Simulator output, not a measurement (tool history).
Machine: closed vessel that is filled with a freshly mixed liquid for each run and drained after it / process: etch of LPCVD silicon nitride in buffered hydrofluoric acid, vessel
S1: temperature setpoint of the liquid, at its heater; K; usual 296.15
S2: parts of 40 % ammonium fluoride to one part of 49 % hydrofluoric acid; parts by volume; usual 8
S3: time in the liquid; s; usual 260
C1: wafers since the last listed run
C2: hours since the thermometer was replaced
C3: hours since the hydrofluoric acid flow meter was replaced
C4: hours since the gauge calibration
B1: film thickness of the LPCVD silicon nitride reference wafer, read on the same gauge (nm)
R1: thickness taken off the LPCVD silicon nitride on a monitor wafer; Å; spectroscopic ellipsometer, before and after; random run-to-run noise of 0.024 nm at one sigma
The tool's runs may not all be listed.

run     day      S1    S2   S3    C1      C2     C3     C4       B1      R1
  1       0  296.15   9.5  160     0  2243.6  291.2  615.2  150.013   27.59
  2   1.083  296.15   9.5  160  1695  2269.6  317.2  641.2  150.005   27.39
      1.362  -- thermometer replaced
  3   2.421  296.15     8  260  2027    25.4  349.3  673.3  149.982   55.23
  4   4.946  296.15     8  260  3951      86  409.9  733.9  150.001   55.35
  5   7.508  292.65  10.5  260  4010   147.5  471.4  795.4  149.999   35.61
  6   8.262  292.65  10.5  260  1180   165.6  489.5  813.5  149.975   35.69
  7   10.45  296.15     8  260  3423   218.1    542    866  150.015   54.66
  8  11.233  296.15     8  260  1225   236.9  560.8  884.8  150.004   55.12
     12.329  -- gauge calibrated
  9  12.583  298.15     8  105  2112   269.3  593.2    6.1  149.982   24.77
 10  13.192  291.65     6  105   951   283.9  607.8   20.7  149.986   23.05
 11  14.333  296.15     8  405  1786   311.3  635.2   48.1  150.021   85.36
 12  15.671  299.65   9.5  355  2093   343.4  667.3   80.2  149.993   77.21
 13  16.725  296.15     8  260  1649   368.7  692.6  105.5  149.982   54.84
 14  17.462  300.65     8  260  1154   386.4  710.3  123.2  149.978   70.07
 15  18.354  296.15     8  260  1395   407.8  731.7  144.6  150.029   55.26
     19.092  -- hydrofluoric acid flow meter replaced
 16  19.192  294.65     8  260  1245   427.9    2.4  164.7   150.01   50.45
 17  20.017  296.15     9  410  1291   447.7   22.2  184.5  149.997   76.24
 18  20.612  296.15     8  205   932     462   36.5  198.8  150.001   43.44
 19  21.608  299.65     8  345  1558   485.9   60.4  222.7  150.023   87.83
 20  23.021  300.15     8  260  2210   519.8   94.3  256.6  150.004   67.85
 21  24.125  294.15   6.5  190  1727   546.3  120.8  283.1  149.984   43.99
 22  24.662  299.15  10.5  415   841   559.2  133.7    296  150.005   80.65
 23  25.821  296.15   9.5  405  1812     587  161.5  323.8  150.016   72.08
 24  26.392  296.15     8  260   893   600.7  175.2  337.5  150.031   54.86
 25  27.571  294.65     8  260  1845     629  203.5  365.8  150.016   50.42
 26  28.904  296.15     8  260  2086     661  235.5  397.8  150.006   54.78
 27  29.458  296.15     8  325   867   674.3  248.8  411.1  150.001   67.95
 28  30.029  296.15     6  260   893     688  262.5  424.8  150.011   72.17
 29  30.696  291.65     8  135  1043     704  278.5  440.8  150.022   22.05
 30  31.375  296.15     6  220  1062   720.3  294.8  457.1  150.015    60.4
 31  32.467  293.65     8  260  1708   746.5    321  483.3  150.008   47.19
 32  33.104  300.15     8  395   997   761.8  336.3  498.6  150.003  102.27

Per-run results on a tool with no hidden state, each run keeping its own random variation:
The tool's hidden condition here consists of: liquid colder than its thermometer reads (K); hydrofluoric acid flow below the setpoint (%); gauge reads high (%).
run      R1
  1   29.09
  2   28.89
  3   55.44
  4   55.65
  5   35.85
  6   35.95
  7   55.11
  8    55.6
  9   24.99
 10   23.28
 11   86.21
 12   78.04
 13   55.48
 14   70.86
 15   55.93
 16   51.09
 17   77.26
 18   44.02
 19   89.02
 20   68.83
 21   44.68
 22   81.88
 23   73.24
 24   55.77
 25   51.29
 26   55.75
 27   69.19
 28   73.49
 29   22.47
 30   61.54
 31   48.15
 32  104.26
